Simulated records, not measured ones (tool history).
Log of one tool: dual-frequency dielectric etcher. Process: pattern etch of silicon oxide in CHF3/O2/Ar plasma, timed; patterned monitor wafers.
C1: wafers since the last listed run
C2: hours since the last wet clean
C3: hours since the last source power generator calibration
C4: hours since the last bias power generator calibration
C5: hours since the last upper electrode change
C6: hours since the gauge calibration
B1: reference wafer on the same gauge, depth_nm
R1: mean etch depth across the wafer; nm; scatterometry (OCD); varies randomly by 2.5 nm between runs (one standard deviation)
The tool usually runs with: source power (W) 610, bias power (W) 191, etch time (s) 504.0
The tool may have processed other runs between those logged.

Run 1, hour 0.0: usual settings; C1 0; C2 405.9; C3 4187.9; C4 2452.8; C5 5781.5; C6 264.2; B1 795.0. Result: R1 968.9 nm.
Run 2, hour 6.1: usual settings; C1 26; C2 412.0; C3 4194.0; C4 2458.9; C5 5787.6; C6 270.3; B1 795.4. Result: R1 968.1 nm.
Run 3, hour 16.4: usual settings; C1 44; C2 422.3; C3 4204.3; C4 2469.2; C5 5797.9; C6 280.6; B1 794.8. Result: R1 967.5 nm.
At hour 42.9: upper electrode replaced.
Run 4, hour 43.4: usual settings; C1 13; C2 449.3; C3 4231.3; C4 2496.2; C5 0.5; C6 307.6; B1 795.1. Result: R1 974.4 nm.
Run 5, hour 44.2: usual settings; C1 3; C2 450.1; C3 4232.1; C4 2497.0; C5 1.3; C6 308.4; B1 795.0. Result: R1 971.5 nm.
Run 6, hour 54.1: usual settings; C1 43; C2 460.0; C3 4242.0; C4 2506.9; C5 11.2; C6 318.3; B1 795.0. Result: R1 976.1 nm.
Run 7, hour 67.5: usual settings but etch time (s) 606.5; C1 58; C2 473.4; C3 4255.4; C4 2520.3; C5 24.6; C6 331.7; B1 795.4. Result: R1 1173.9 nm.
At hour 84.1: bias power generator calibrated.
At hour 88.5: source power generator calibrated.
Run 8, hour 89.0: usual settings but etch time (s) 606.5; C1 58; C2 494.9; C3 0.5; C4 4.9; C5 46.1; C6 353.2; B1 794.8. Result: R1 1175.6 nm.
Run 9, hour 92.1: usual settings but etch time (s) 606.5; C1 13; C2 498.0; C3 3.6; C4 8.0; C5 49.2; C6 356.3; B1 795.1. Result: R1 1175.6 nm.
Run 10, hour 104.2: usual settings but source power (W) 470, bias power (W) 239, etch time (s) 447.5; C1 52; C2 510.1; C3 15.7; C4 20.1; C5 61.3; C6 368.4; B1 795.0. Result: R1 817.9 nm.
Run 11, hour 112.0: usual settings but source power (W) 540, bias power (W) 236, etch time (s) 616.0; C1 33; C2 517.9; C3 23.5; C4 27.9; C5 69.1; C6 376.2; B1 794.3. Result: R1 1200.7 nm.
Run 12, hour 125.4: usual settings but source power (W) 700, bias power (W) 151, etch time (s) 395.0; C1 58; C2 531.3; C3 36.9; C4 41.3; C5 82.5; C6 389.6; B1 794.3. Result: R1 762.9 nm.
At hour 127.2: gauge calibrated.
Run 13, hour 135.5: usual settings but source power (W) 680, bias power (W) 164, etch time (s) 361.5; C1 43; C2 541.4; C3 47.0; C4 51.4; C5 92.6; C6 8.3; B1 795.2. Result: R1 706.2 nm.
Run 14, hour 161.7: usual settings but source power (W) 720; C1 114; C2 567.6; C3 73.2; C4 77.6; C5 118.8; C6 34.5; B1 794.9. Result: R1 1052.2 nm.
At hour 192.8: wet clean of the chamber.
Run 15, hour 193.3: usual settings but bias power (W) 237, etch time (s) 382.5; C1 33; C2 0.5; C3 104.8; C4 109.2; C5 150.4; C6 66.1; B1 795.0. Result: R1 759.2 nm.
Run 16, hour 193.8: usual settings but source power (W) 570, etch time (s) 585.0; C1 2; C2 1.0; C3 105.3; C4 109.7; C5 150.9; C6 66.6; B1 795.0. Result: R1 1057.0 nm.
Run 17, hour 202.1: usual settings; C1 36; C2 9.3; C3 113.6; C4 118.0; C5 159.2; C6 74.9; B1 794.9. Result: R1 937.8 nm.
Run 18, hour 209.1: usual settings but source power (W) 570, etch time (s) 366.5; C1 30; C2 16.3; C3 120.6; C4 125.0; C5 166.2; C6 81.9; B1 795.4. Result: R1 664.8 nm.
Run 19, hour 219.3: usual settings; C1 44; C2 26.5; C3 130.8; C4 135.2; C5 176.4; C6 92.1; B1 794.8. Result: R1 941.8 nm.
Run 20, hour 236.9: usual settings; C1 76; C2 44.1; C3 148.4; C4 152.8; C5 194.0; C6 109.7; B1 795.0. Result: R1 942.0 nm.
Run 21, hour 251.2: usual settings but etch time (s) 401.5; C1 62; C2 58.4; C3 162.7; C4 167.1; C5 208.3; C6 124.0; B1 794.8. Result: R1 750.5 nm.
Run 22, hour 263.1: usual settings but source power (W) 740, bias power (W) 207, etch time (s) 363.5; C1 51; C2 70.3; C3 174.6; C4 179.0; C5 220.2; C6 135.9; B1 795.9. Result: R1 755.5 nm.
Run 23, hour 280.1: usual settings; C1 73; C2 87.3; C3 191.6; C4 196.0; C5 237.2; C6 152.9; B1 795.9. Result: R1 947.4 nm.
Run 24, hour 297.6: usual settings but source power (W) 750, bias power (W) 223; C1 76; C2 104.8; C3 209.1; C4 213.5; C5 254.7; C6 170.4; B1 794.6. Result: R1 1086.0 nm.
Run 25, hour 306.9: usual settings but source power (W) 730, etch time (s) 393.5; C1 40; C2 114.1; C3 218.4; C4 222.8; C5 264.0; C6 179.7; B1 795.3. Result: R1 801.0 nm.
Run 26, hour 314.9: usual settings but bias power (W) 152, etch time (s) 554.5; C1 34; C2 122.1; C3 226.4; C4 230.8; C5 272.0; C6 187.7; B1 794.9. Result: R1 978.2 nm.
Run 27, hour 329.8: usual settings but source power (W) 710; C1 64; C2 137.0; C3 241.3; C4 245.7; C5 286.9; C6 202.6; B1 795.1. Result: R1 1008.5 nm.
Run 28, hour 335.9: usual settings but source power (W) 550, bias power (W) 160, etch time (s) 630.5; C1 26; C2 143.1; C3 247.4; C4 251.8; C5 293.0; C6 208.7; B1 794.6. Result: R1 1078.9 nm.
Run 29, hour 352.5: usual settings but source power (W) 530, bias power (W) 211; C1 72; C2 159.7; C3 264.0; C4 268.4; C5 309.6; C6 225.3; B1 794.8. Result: R1 913.7 nm.

Same runs, no hidden state in the tool, same run-to-run variation:
Hidden state present: etch rate over this chamber's usual, %; source power that arrives over what is set, %; bias power that arrives over what is set, %; gauge reads high (%).
run      R1
  1   938.3
  2   937.1
  3   936.0
  4   940.9
  5   938.1
  6   941.9
  7  1131.8
  8  1131.9
  9  1131.6
 10   786.7
 11  1154.3
 12   732.8
 13   677.9
 14  1008.2
 15   760.0
 16  1058.1
 17   938.2
 18   664.9
 19   941.2
 20   940.3
 21   748.3
 22   752.7
 23   942.9
 24  1079.5
 25   795.8
 26   971.2
 27  1000.3
 28  1069.7
 29   904.9
